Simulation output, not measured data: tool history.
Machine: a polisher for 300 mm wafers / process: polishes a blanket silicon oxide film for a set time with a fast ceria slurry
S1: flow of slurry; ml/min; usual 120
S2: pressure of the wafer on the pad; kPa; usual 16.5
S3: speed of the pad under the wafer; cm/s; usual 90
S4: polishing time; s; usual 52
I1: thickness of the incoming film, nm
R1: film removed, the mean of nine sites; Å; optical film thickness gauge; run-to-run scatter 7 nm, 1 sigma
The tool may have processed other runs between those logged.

| run | hour | S1 | S2 | S3 | S4 | I1 | R1 |
|---|---|---|---|---|---|---|---|
| 1 | 0.0 | 120 | 20.0 | 90 | 52 | 2348.3 | 8273 |
| 2 | 56.0 | 120 | 16.5 | 90 | 52 | 2353.0 | 6556 |
| 3 | 83.9 | 120 | 16.5 | 90 | 52 | 2346.7 | 6558 |
| 4 | 98.0 | 120 | 16.5 | 90 | 52 | 2319.8 | 6259 |
| 5 | 123.5 | 120 | 16.5 | 90 | 52 | 2320.9 | 6313 |
| 6 | 136.2 | 120 | 16.5 | 90 | 52 | 2322.5 | 6201 |
| 7 | 157.5 | 120 | 16.5 | 90 | 52 | 2350.7 | 6218 |
|  | 169.8 | worn pad replaced by a new one |
|  | 172.4 | slurry nozzle cleaned |
|  | 182.5 | head pressure recalibrated |
| 8 | 190.5 | 120 | 16.5 | 90 | 52 | 2326.9 | 6907 |
| 9 | 217.0 | 120 | 16.5 | 90 | 52 | 2339.8 | 6818 |
| 10 | 229.5 | 120 | 16.5 | 90 | 52 | 2331.1 | 6637 |
| 11 | 254.9 | 120 | 16.5 | 90 | 52 | 2342.7 | 6422 |
| 12 | 267.9 | 120 | 16.5 | 90 | 52 | 2338.0 | 6379 |
| 13 | 291.9 | 120 | 16.5 | 90 | 52 | 2353.2 | 6435 |
| 14 | 309.9 | 120 | 16.5 | 90 | 52 | 2356.0 | 6174 |
|  | 336.0 | worn pad replaced by a new one |
| 15 | 342.5 | 120 | 16.5 | 80 | 52 | 2332.8 | 6119 |
| 16 | 368.6 | 120 | 16.5 | 80 | 52 | 2346.1 | 6138 |
|  | 390.9 | slurry nozzle cleaned |
| 17 | 400.5 | 120 | 16.5 | 80 | 52 | 2374.5 | 5896 |
| 18 | 413.5 | 120 | 16.5 | 90 | 52 | 2317.4 | 6690 |
| 19 | 427.6 | 90 | 15.2 | 74 | 40 | 2322.4 | 3484 |
| 20 | 489.4 | 120 | 16.5 | 90 | 37 | 2354.6 | 4474 |
|  | 497.9 | worn pad replaced by a new one |
| 21 | 509.6 | 120 | 16.5 | 90 | 52 | 2326.1 | 6945 |
| 22 | 539.4 | 150 | 16.5 | 90 | 52 | 2361.8 | 7147 |
| 23 | 564.8 | 90 | 19.3 | 72 | 52 | 2359.3 | 5681 |
|  | 577.7 | slurry nozzle cleaned |
| 24 | 582.6 | 95 | 16.5 | 90 | 52 | 2364.7 | 6163 |
| 25 | 602.7 | 155 | 22.1 | 82 | 65 | 2366.4 | 10429 |
| 26 | 625.9 | 120 | 16.5 | 90 | 37 | 2366.8 | 4576 |
| 27 | 643.7 | 150 | 16.5 | 90 | 52 | 2325.8 | 6536 |
| 28 | 662.2 | 145 | 16.5 | 90 | 63 | 2309.2 | 7858 |
| 29 | 686.0 | 145 | 16.5 | 90 | 67 | 2384.9 | 8202 |
|  | 688.8 | head pressure recalibrated |
|  | 697.8 | worn pad replaced by a new one |
| 30 | 699.4 | 120 | 15.2 | 100 | 52 | 2331.5 | 7110 |
| 31 | 712.4 | 160 | 16.5 | 106 | 52 | 2390.4 | 8643 |
| 32 | 744.7 | 160 | 11.7 | 112 | 60 | 2378.0 | 7311 |
| 33 | 774.2 | 120 | 16.5 | 90 | 52 | 2365.2 | 6663 |
|  | 822.3 | slurry nozzle cleaned |
|  | 853.2 | worn pad replaced by a new one |
| 34 | 872.8 | 145 | 21.4 | 90 | 52 | 2322.7 | 9372 |
| 35 | 897.1 | 150 | 12.4 | 72 | 47 | 2331.2 | 3923 |

Here are 3 independent what-if runs from the current tool condition. What would each one return?
| A | 897.5 | 120 | 16.5 | 90 | 52 | 2346.0 | ? |
| B | 897.5 | 95 | 18.6 | 90 | 35 | 2346.0 | ? |
| C | 897.5 | 155 | 20.7 | 106 | 47 | 2346.0 | ? |

| run | R1 |
|---|---|
| A | 6723 |
| B | 4784 |
| C | 9424 |
Had the tool no hidden state, the same runs would have come out as:
| run | R1 |
|---|---|
| A | 6936 |
| B | 4936 |
| C | 9723 |
